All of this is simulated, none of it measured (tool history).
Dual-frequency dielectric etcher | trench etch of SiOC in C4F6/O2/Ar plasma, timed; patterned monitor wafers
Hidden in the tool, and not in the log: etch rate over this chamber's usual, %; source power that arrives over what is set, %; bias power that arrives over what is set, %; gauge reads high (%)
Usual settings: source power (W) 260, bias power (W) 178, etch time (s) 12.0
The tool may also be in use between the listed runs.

run	hour	source power (W)	bias power (W)	etch time (s)	wafers since the last listed run	hours since the last wet clean	hours since the last source power generator calibration	hours since the last bias power generator calibration	hours since the last upper electrode change	hours since the gauge calibration	read-back reference wafer on the same gauge, depth_nm	mean etch depth across the wafer (angstrom)
1	0.0	260	178	12.0	0	97.0	4633.0	2285.5	3931.1	13.7	15.51	189.6
2	50.6	260	178	12.0	773	147.6	4683.6	2336.1	3981.7	64.3	15.49	189.6
3	98.7	260	178	12.0	735	195.7	4731.7	2384.2	4029.8	112.4	15.53	189.4
4	149.4	260	178	12.0	774	246.4	4782.4	2434.9	4080.5	163.1	15.50	189.5
5	220.6	260	178	12.0	1088	317.6	4853.6	2506.1	4151.7	234.3	15.50	189.4
6	247.4	260	157	12.0	409	344.4	4880.4	2532.9	4178.5	261.1	15.50	181.6
7	325.7	260	157	12.0	1196	422.7	4958.7	2611.2	4256.8	339.4	15.49	182.4
8	386.9	260	178	12.0	935	483.9	5019.9	2672.4	4318.0	400.6	15.48	190.1
# hour 440.4: wet clean of the chamber
9	440.9	260	178	12.0	458	0.5	5073.9	2726.4	4372.0	454.6	15.51	190.1
10	499.9	260	199	9.5	901	59.5	5132.9	2785.4	4431.0	513.6	15.53	155.8
# hour 560.0: bias power generator calibrated
# hour 563.5: source power generator calibrated
11	564.0	260	178	12.0	865	123.6	0.5	4.0	4495.1	577.7	15.49	189.5
# hour 597.3: gauge calibrated
12	632.9	290	178	12.0	1053	192.5	69.4	72.9	4564.0	35.6	15.49	195.1
# hour 674.9: upper electrode replaced
13	686.2	240	213	14.5	447	245.8	122.7	126.2	11.3	88.9	15.48	238.6

Forecast run 14:
14	727.2	230	198	12.0	626	286.8	163.7	167.2	52.3	129.9	?	?

Run 14 gave read-back reference wafer on the same gauge, depth_nm 15.50, mean etch depth across the wafer (angstrom) 191.8.
Without the tool's hidden state the same run would have given mean etch depth across the wafer (angstrom) 191.8.
